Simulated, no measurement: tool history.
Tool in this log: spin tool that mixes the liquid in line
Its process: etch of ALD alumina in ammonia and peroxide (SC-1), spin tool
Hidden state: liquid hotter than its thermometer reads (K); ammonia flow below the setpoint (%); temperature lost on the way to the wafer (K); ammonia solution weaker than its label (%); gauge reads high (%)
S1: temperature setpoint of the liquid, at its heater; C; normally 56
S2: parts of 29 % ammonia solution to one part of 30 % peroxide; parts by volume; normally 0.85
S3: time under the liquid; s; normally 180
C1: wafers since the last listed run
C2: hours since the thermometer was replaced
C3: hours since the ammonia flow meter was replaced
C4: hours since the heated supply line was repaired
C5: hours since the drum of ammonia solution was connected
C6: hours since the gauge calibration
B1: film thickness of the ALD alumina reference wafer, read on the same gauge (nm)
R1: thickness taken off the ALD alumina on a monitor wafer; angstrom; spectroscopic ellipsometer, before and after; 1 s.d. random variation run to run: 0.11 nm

| run | hour | S1 | S2 | S3 | C1 | C2 | C3 | C4 | C5 | C6 | B1 | R1 |
|---|---|---|---|---|---|---|---|---|---|---|---|---|
| 1 | 0 | 56 | 0.85 | 130 | 0 | 2387.5 | 970.5 | 3184.9 | 151.1 | 354.2 | 79.99 | 103.2 |
| 2 | 13.9 | 56 | 0.85 | 130 | 89 | 2401.4 | 984.4 | 3198.8 | 165 | 368.1 | 80 | 104.8 |
|  | 22.5 | ammonia flow meter replaced |
| 3 | 23.2 | 56 | 0.85 | 130 | 53 | 2410.7 | 0.7 | 3208.1 | 174.3 | 377.4 | 79.99 | 104.3 |
| 4 | 36.7 | 56 | 0.65 | 120 | 87 | 2424.2 | 14.2 | 3221.6 | 187.8 | 390.9 | 79.99 | 94.6 |
|  | 41.2 | gauge calibrated |
| 5 | 52.5 | 56 | 0.55 | 180 | 101 | 2440 | 30 | 3237.4 | 203.6 | 11.3 | 79.99 | 139.7 |
| 6 | 68.4 | 56 | 0.55 | 180 | 102 | 2455.9 | 45.9 | 3253.3 | 219.5 | 27.2 | 80.01 | 136.9 |
| 7 | 82.8 | 50 | 0.85 | 180 | 92 | 2470.3 | 60.3 | 3267.7 | 233.9 | 41.6 | 80.01 | 104.7 |
| 8 | 97 | 56 | 0.85 | 245 | 91 | 2484.5 | 74.5 | 3281.9 | 248.1 | 55.8 | 79.99 | 197 |
| 9 | 105.9 | 52.5 | 0.65 | 140 | 57 | 2493.4 | 83.4 | 3290.8 | 257 | 64.7 | 79.99 | 90.9 |
| 10 | 112.9 | 63 | 0.5 | 85 | 45 | 2500.4 | 90.4 | 3297.8 | 264 | 71.7 | 79.99 | 91.5 |
|  | 122.9 | new drum of ammonia solution connected |
| 11 | 125 | 52 | 0.85 | 95 | 71 | 2512.5 | 102.5 | 3309.9 | 2.1 | 83.8 | 79.98 | 61.6 |
| 12 | 135 | 56 | 0.85 | 215 | 64 | 2522.5 | 112.5 | 3319.9 | 12.1 | 93.8 | 79.99 | 172.6 |
|  | 143.7 | thermometer replaced |
| 13 | 151.2 | 56 | 0.85 | 180 | 98 | 7.5 | 128.7 | 3336.1 | 28.3 | 110 | 80.01 | 144.3 |
| 14 | 160 | 47.5 | 1.1 | 250 | 56 | 16.3 | 137.5 | 3344.9 | 37.1 | 118.8 | 80.01 | 127.7 |
| 15 | 167.1 | 56 | 0.85 | 135 | 45 | 23.4 | 144.6 | 3352 | 44.2 | 125.9 | 80 | 108.3 |
| 16 | 175.4 | 56 | 0.85 | 180 | 53 | 31.7 | 152.9 | 3360.3 | 52.5 | 134.2 | 80.02 | 144.5 |
|  | 188.4 | heated supply line repaired |
| 17 | 188.9 | 56 | 0.85 | 180 | 80 | 45.2 | 166.4 | 0.5 | 66 | 147.7 | 79.99 | 143.9 |
| 18 | 201.9 | 56 | 0.85 | 180 | 83 | 58.2 | 179.4 | 13.5 | 79 | 160.7 | 79.99 | 145.8 |
| 19 | 212.9 | 62.5 | 0.85 | 215 | 70 | 69.2 | 190.4 | 24.5 | 90 | 171.7 | 79.99 | 240.6 |
| 20 | 245.3 | 56 | 0.45 | 290 | 209 | 101.6 | 222.8 | 56.9 | 122.4 | 204.1 | 80.02 | 217.9 |
| 21 | 256.1 | 56 | 0.85 | 120 | 69 | 112.4 | 233.6 | 67.7 | 133.2 | 214.9 | 80 | 96.2 |
| 22 | 272 | 56 | 0.95 | 125 | 102 | 128.3 | 249.5 | 83.6 | 149.1 | 230.8 | 79.98 | 101.2 |
| 23 | 278.6 | 59.5 | 0.75 | 265 | 42 | 134.9 | 256.1 | 90.2 | 155.7 | 237.4 | 80 | 251.7 |
| 24 | 295.5 | 65.5 | 0.85 | 105 | 109 | 151.8 | 273 | 107.1 | 172.6 | 254.3 | 80.01 | 137.6 |

5 ways to go on from here, each from the tool as it stands after run 24. What would each give?
| A | 296 | 56 | 0.85 | 180 | 3 | 152.3 | 273.5 | 107.6 | 173.1 | 254.8 | ? | ? |
| B | 296 | 51 | 0.7 | 120 | 3 | 152.3 | 273.5 | 107.6 | 173.1 | 254.8 | ? | ? |
| C | 296 | 50 | 1.05 | 275 | 3 | 152.3 | 273.5 | 107.6 | 173.1 | 254.8 | ? | ? |
| D | 296 | 51.5 | 1.1 | 75 | 3 | 152.3 | 273.5 | 107.6 | 173.1 | 254.8 | ? | ? |
| E | 296 | 62.5 | 0.7 | 135 | 3 | 152.3 | 273.5 | 107.6 | 173.1 | 254.8 | ? | ? |

| run | B1 | R1 |
|---|---|---|
| A | 79.99 | 145.1 |
| B | 79.99 | 72.6 |
| C | 79.99 | 163.7 |
| D | 79.99 | 48.7 |
| E | 79.99 | 149.4 |
With the hidden condition removed and each run's random variation left untouched, the same runs would have given:
| run | R1 |
|---|---|
| A | 145.1 |
| B | 72.6 |
| C | 163.7 |
| D | 48.7 |
| E | 149.4 |
